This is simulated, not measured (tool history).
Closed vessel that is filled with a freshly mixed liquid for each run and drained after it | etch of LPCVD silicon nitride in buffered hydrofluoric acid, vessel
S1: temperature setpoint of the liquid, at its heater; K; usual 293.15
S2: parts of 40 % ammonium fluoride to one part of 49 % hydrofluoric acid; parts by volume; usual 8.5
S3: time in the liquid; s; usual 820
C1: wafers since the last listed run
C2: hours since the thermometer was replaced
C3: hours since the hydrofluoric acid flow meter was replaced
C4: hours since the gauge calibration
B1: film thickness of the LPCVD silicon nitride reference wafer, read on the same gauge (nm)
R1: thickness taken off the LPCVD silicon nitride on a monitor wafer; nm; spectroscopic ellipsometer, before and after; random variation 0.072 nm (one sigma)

run	day	S1	S2	S3	C1	C2	C3	C4	B1	R1
1	0.000	293.15	8.5	820	0	972.7	110.2	294.1	60.02	11.64
2	2.021	291.65	10.0	820	1986	1021.2	158.7	342.6	60.00	9.34
3	3.900	293.15	8.5	820	1847	1066.3	203.8	387.7	59.99	11.67
4	5.929	293.15	8.5	820	1994	1115.0	252.5	436.4	60.00	11.61
5	16.579	293.15	8.5	820	10469	1370.6	508.1	692.0	59.99	11.72
6	18.188	293.15	8.5	820	1581	1409.2	546.7	730.6	60.01	11.63
7	21.833	293.15	8.5	820	3584	1496.7	634.2	818.1	59.99	12.00
8	30.704	293.15	8.5	820	8720	1709.6	847.1	1031.0	59.99	12.03
# day 31.338: thermometer replaced
9	34.642	296.15	11.0	520	3829	79.3	941.6	1125.5	59.99	7.16
# day 44.838: gauge calibrated
10	47.917	293.15	8.5	820	13050	397.9	1260.2	73.9	60.01	12.15
# day 49.767: hydrofluoric acid flow meter replaced
11	51.138	296.15	6.5	660	3125	475.2	32.9	151.2	60.01	14.41
12	53.271	297.15	10.5	820	2097	526.4	84.1	202.4	60.00	12.27
13	55.212	290.15	8.5	345	1908	573.0	130.7	249.0	60.04	4.10
14	58.250	293.15	9.5	820	2986	645.9	203.6	321.9	60.00	10.46
15	62.604	293.15	8.5	820	4280	750.4	308.1	426.4	60.00	11.66
16	65.467	293.15	7.0	820	2814	819.1	376.8	495.1	60.00	14.37
17	67.238	297.15	6.5	455	1740	861.6	419.3	537.6	59.99	10.72

5 ways to go on from here, each from the tool as it stands after run 17. What would each give?
A	67.275	293.15	5.5	820	36	862.5	420.2	538.5	?	?
B	67.275	290.15	8.5	820	36	862.5	420.2	538.5	?	?
C	67.275	290.15	6.5	1195	36	862.5	420.2	538.5	?	?
D	67.275	293.15	6.5	820	36	862.5	420.2	538.5	?	?
E	67.275	293.15	11.0	975	36	862.5	420.2	538.5	?	?

run	B1	R1
A	60.01	17.86
B	60.01	9.97
C	60.01	19.05
D	60.01	15.48
E	60.01	11.24
Without the tool's hidden state the same runs would have given:
run	R1
A	17.57
B	9.77
C	18.73
D	15.23
E	11.03
